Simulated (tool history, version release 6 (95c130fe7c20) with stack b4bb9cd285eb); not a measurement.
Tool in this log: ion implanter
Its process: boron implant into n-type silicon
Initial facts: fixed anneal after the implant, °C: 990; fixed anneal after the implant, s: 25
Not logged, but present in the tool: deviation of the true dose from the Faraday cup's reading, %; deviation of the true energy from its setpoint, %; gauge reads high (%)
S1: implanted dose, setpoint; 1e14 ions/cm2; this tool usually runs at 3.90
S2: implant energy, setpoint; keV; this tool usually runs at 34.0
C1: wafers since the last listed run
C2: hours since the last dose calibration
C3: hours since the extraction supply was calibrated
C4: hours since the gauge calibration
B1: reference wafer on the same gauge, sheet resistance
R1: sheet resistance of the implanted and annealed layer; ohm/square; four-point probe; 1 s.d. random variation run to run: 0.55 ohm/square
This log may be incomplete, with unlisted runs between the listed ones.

run 1 hour=0.0 | S1=3.90 S2=34.0 | C1=0 C2=2037.1 C3=3415.7 C4=422.2 | B1=222.12 | R1=231.84
run 2 hour=30.8 | S1=3.90 S2=34.0 | C1=726 C2=2067.9 C3=3446.5 C4=453.0 | B1=222.07 | R1=231.25
-- hour=32.1 gauge calibrated
run 3 hour=41.5 | S1=3.90 S2=34.0 | C1=252 C2=2078.6 C3=3457.2 C4=9.4 | B1=222.13 | R1=232.79
run 4 hour=54.3 | S1=3.90 S2=34.0 | C1=302 C2=2091.4 C3=3470.0 C4=22.2 | B1=221.91 | R1=232.10
run 5 hour=66.5 | S1=3.90 S2=34.0 | C1=287 C2=2103.6 C3=3482.2 C4=34.4 | B1=221.94 | R1=232.60
run 6 hour=77.7 | S1=3.90 S2=34.0 | C1=264 C2=2114.8 C3=3493.4 C4=45.6 | B1=222.13 | R1=231.57
run 7 hour=89.8 | S1=3.90 S2=34.0 | C1=285 C2=2126.9 C3=3505.5 C4=57.7 | B1=221.87 | R1=231.44
run 8 hour=102.4 | S1=3.90 S2=34.0 | C1=297 C2=2139.5 C3=3518.1 C4=70.3 | B1=222.30 | R1=231.36
run 9 hour=125.0 | S1=3.90 S2=34.0 | C1=533 C2=2162.1 C3=3540.7 C4=92.9 | B1=222.06 | R1=230.70
-- hour=140.0 Faraday cup replaced and dose calibrated
run 10 hour=140.5 | S1=3.90 S2=34.0 | C1=177 C2=0.5 C3=3556.2 C4=108.4 | B1=221.80 | R1=238.39
run 11 hour=148.7 | S1=3.90 S2=41.0 | C1=193 C2=8.7 C3=3564.4 C4=116.6 | B1=222.00 | R1=233.70
-- hour=157.6 extraction supply calibrated
run 12 hour=158.1 | S1=3.90 S2=41.0 | C1=33 C2=18.1 C3=0.5 C4=126.0 | B1=221.97 | R1=234.75
run 13 hour=172.9 | S1=5.05 S2=25.5 | C1=349 C2=32.9 C3=15.3 C4=140.8 | B1=221.84 | R1=198.99
run 14 hour=180.5 | S1=4.79 S2=34.0 | C1=179 C2=40.5 C3=22.9 C4=148.4 | B1=221.91 | R1=202.41
run 15 hour=198.1 | S1=2.83 S2=25.5 | C1=415 C2=58.1 C3=40.5 C4=166.0 | B1=222.14 | R1=314.05
run 16 hour=204.6 | S1=2.94 S2=42.0 | C1=153 C2=64.6 C3=47.0 C4=172.5 | B1=221.67 | R1=289.55
run 17 hour=219.7 | S1=2.83 S2=42.0 | C1=356 C2=79.7 C3=62.1 C4=187.6 | B1=222.04 | R1=298.42
run 18 hour=234.5 | S1=3.90 S2=24.5 | C1=349 C2=94.5 C3=76.9 C4=202.4 | B1=221.96 | R1=244.22
run 19 hour=247.7 | S1=3.90 S2=34.0 | C1=311 C2=107.7 C3=90.1 C4=215.6 | B1=222.11 | R1=236.76
run 20 hour=259.1 | S1=3.90 S2=34.0 | C1=269 C2=119.1 C3=101.5 C4=227.0 | B1=221.90 | R1=237.50
run 21 hour=270.3 | S1=3.22 S2=26.5 | C1=264 C2=130.3 C3=112.7 C4=238.2 | B1=221.92 | R1=282.67
run 22 hour=280.7 | S1=3.12 S2=45.0 | C1=245 C2=140.7 C3=123.1 C4=248.6 | B1=222.05 | R1=273.74
run 23 hour=289.8 | S1=4.26 S2=23.5 | C1=214 C2=149.8 C3=132.2 C4=257.7 | B1=222.06 | R1=228.96
run 24 hour=302.4 | S1=4.55 S2=30.5 | C1=297 C2=162.4 C3=144.8 C4=270.3 | B1=222.04 | R1=212.33
run 25 hour=310.5 | S1=3.90 S2=34.0 | C1=191 C2=170.5 C3=152.9 C4=278.4 | B1=221.97 | R1=237.29
run 26 hour=320.7 | S1=4.75 S2=45.0 | C1=240 C2=180.7 C3=163.1 C4=288.6 | B1=222.04 | R1=198.80
run 27 hour=330.4 | S1=3.90 S2=34.0 | C1=228 C2=190.4 C3=172.8 C4=298.3 | B1=222.04 | R1=236.98
run 28 hour=336.6 | S1=3.90 S2=28.5 | C1=146 C2=196.6 C3=179.0 C4=304.5 | B1=222.11 | R1=240.56
run 29 hour=349.4 | S1=3.09 S2=23.0 | C1=302 C2=209.4 C3=191.8 C4=317.3 | B1=222.18 | R1=295.01
run 30 hour=357.8 | S1=4.52 S2=40.0 | C1=198 C2=217.8 C3=200.2 C4=325.7 | B1=221.94 | R1=209.00
run 31 hour=368.0 | S1=3.25 S2=43.0 | C1=240 C2=228.0 C3=210.4 C4=335.9 | B1=222.01 | R1=267.93
run 32 hour=380.0 | S1=3.09 S2=23.0 | C1=283 C2=240.0 C3=222.4 C4=347.9 | B1=222.00 | R1=294.96
run 33 hour=391.1 | S1=3.90 S2=34.0 | C1=261 C2=251.1 C3=233.5 C4=359.0 | B1=221.84 | R1=236.97

Run 34, settings as shown, results not yet in. Your forecast:
run 34 hour=405.3 | S1=3.90 S2=34.0 | C1=335 C2=265.3 C3=247.7 C4=373.2 | B1=? | R1=?

{"run 34": {"B1": 222.01, "R1": 236.97}}
On a tool with no hidden condition, and with the same random variation, this run would have come out at R1 239.15 ohm/square.
